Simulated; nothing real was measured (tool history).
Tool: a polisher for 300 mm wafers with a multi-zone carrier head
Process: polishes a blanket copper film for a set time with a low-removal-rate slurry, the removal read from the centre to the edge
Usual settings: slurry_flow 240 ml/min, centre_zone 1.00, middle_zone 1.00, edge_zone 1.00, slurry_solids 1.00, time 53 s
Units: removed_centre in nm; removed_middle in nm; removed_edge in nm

| run | hour | slurry_flow | centre_zone | middle_zone | edge_zone | slurry_solids | time | incoming thickness of the incoming film, nm | removed_centre | removed_middle | removed_edge |
|---|---|---|---|---|---|---|---|---|---|---|---|
| 1 | 0.0 | 240 | 1.00 | 1.00 | 0.94 | 1.00 | 53 | 1107.0 | 127.1 | 126.1 | 127.5 |
| 2 | 45.2 | 240 | 1.00 | 1.00 | 1.00 | 1.00 | 53 | 1095.3 | 125.5 | 125.0 | 131.9 |
| 3 | 116.7 | 240 | 1.00 | 1.00 | 1.00 | 1.00 | 53 | 1089.1 | 124.7 | 121.3 | 126.5 |
|  | 180.4 | edge zone pressure recalibrated |
|  | 185.9 | carrier head's membrane replaced by a new one |
|  | 228.9 | worn pad replaced by a new one |
| 4 | 266.8 | 240 | 1.00 | 1.00 | 1.00 | 1.00 | 53 | 1089.1 | 130.5 | 129.5 | 135.6 |
| 5 | 291.5 | 240 | 1.00 | 1.00 | 1.00 | 1.00 | 53 | 1110.6 | 130.4 | 127.5 | 129.6 |
|  | 332.9 | centre zone pressure recalibrated |
|  | 339.9 | slurry nozzle cleaned |
| 6 | 358.8 | 240 | 1.00 | 1.00 | 1.00 | 0.90 | 67 | 1106.7 | 153.9 | 151.4 | 154.7 |
| 7 | 388.0 | 240 | 0.92 | 0.97 | 0.92 | 1.25 | 53 | 1095.2 | 123.7 | 131.2 | 133.1 |
| 8 | 441.9 | 185 | 1.00 | 1.00 | 1.00 | 1.20 | 53 | 1102.0 | 125.3 | 123.2 | 132.4 |
|  | 476.4 | edge zone pressure recalibrated |
| 9 | 479.8 | 240 | 1.00 | 1.00 | 1.00 | 1.00 | 53 | 1107.3 | 124.3 | 123.8 | 125.0 |
| 10 | 536.5 | 240 | 1.00 | 1.00 | 1.00 | 1.00 | 53 | 1095.4 | 126.0 | 126.3 | 126.7 |
|  | 586.6 | worn pad replaced by a new one |
| 11 | 592.8 | 265 | 1.00 | 1.00 | 0.90 | 0.85 | 53 | 1109.4 | 127.9 | 126.1 | 123.7 |
| 12 | 655.1 | 240 | 1.00 | 1.00 | 0.90 | 1.10 | 53 | 1095.5 | 132.2 | 132.9 | 125.7 |
| 13 | 692.8 | 290 | 1.00 | 1.00 | 1.00 | 1.00 | 66 | 1099.8 | 162.0 | 161.5 | 166.2 |
| 14 | 733.6 | 240 | 1.09 | 1.04 | 1.05 | 1.00 | 53 | 1084.1 | 136.8 | 126.0 | 131.0 |
|  | 779.1 | edge zone pressure recalibrated |
| 15 | 779.6 | 240 | 1.00 | 1.00 | 1.00 | 0.85 | 53 | 1115.0 | 119.4 | 117.4 | 122.1 |
| 16 | 807.2 | 240 | 1.00 | 1.12 | 1.00 | 1.00 | 53 | 1091.1 | 125.5 | 138.7 | 129.2 |
| 17 | 857.2 | 240 | 1.00 | 1.00 | 1.00 | 1.00 | 53 | 1112.0 | 124.1 | 125.1 | 124.1 |
| 18 | 911.5 | 280 | 1.00 | 1.00 | 0.95 | 1.00 | 42 | 1078.5 | 101.3 | 99.5 | 99.3 |
|  | 915.3 | slurry nozzle cleaned |
|  | 937.0 | worn pad replaced by a new one |
| 19 | 960.3 | 240 | 1.00 | 1.00 | 1.04 | 1.00 | 53 | 1107.5 | 130.2 | 130.8 | 136.8 |
| 20 | 1018.4 | 240 | 0.90 | 1.00 | 1.00 | 1.00 | 53 | 1091.6 | 115.0 | 128.2 | 129.8 |
|  | 1072.6 | carrier head's membrane replaced by a new one |
|  | 1083.6 | edge zone pressure recalibrated |
| 21 | 1094.1 | 240 | 1.00 | 1.00 | 1.00 | 1.00 | 71 | 1101.3 | 167.1 | 165.3 | 174.9 |
| 22 | 1165.8 | 240 | 1.00 | 1.09 | 0.89 | 0.80 | 53 | 1101.8 | 115.1 | 124.1 | 112.0 |

The same runs without the tool's hidden state, with the same run-to-run variation:
The hidden state here: removal rate lost through wear of the pad, %; slurry flow missing at the pad, %; deviation of the centre zone's pressure from its setpoint, %; deviation of the edge zone's pressure from its setpoint, %.
| run | removed_centre | removed_middle | removed_edge |
|---|---|---|---|
| 1 | 132.6 | 131.6 | 133.0 |
| 2 | 132.3 | 131.7 | 139.0 |
| 3 | 132.7 | 129.0 | 134.6 |
| 4 | 133.1 | 132.0 | 138.3 |
| 5 | 134.1 | 131.2 | 133.3 |
| 6 | 161.1 | 158.5 | 161.9 |
| 7 | 130.1 | 138.0 | 140.0 |
| 8 | 132.6 | 130.4 | 140.2 |
| 9 | 132.0 | 131.4 | 132.7 |
| 10 | 134.1 | 134.4 | 134.8 |
| 11 | 128.8 | 127.0 | 124.7 |
| 12 | 136.8 | 137.5 | 130.1 |
| 13 | 169.4 | 168.8 | 173.8 |
| 14 | 144.2 | 132.8 | 138.1 |
| 15 | 126.6 | 124.5 | 129.5 |
| 16 | 133.5 | 147.5 | 137.4 |
| 17 | 132.4 | 133.5 | 132.4 |
| 18 | 108.3 | 106.4 | 106.1 |
| 19 | 132.2 | 132.8 | 139.0 |
| 20 | 119.3 | 133.1 | 134.7 |
| 21 | 176.2 | 174.3 | 184.4 |
| 22 | 122.3 | 131.9 | 119.1 |
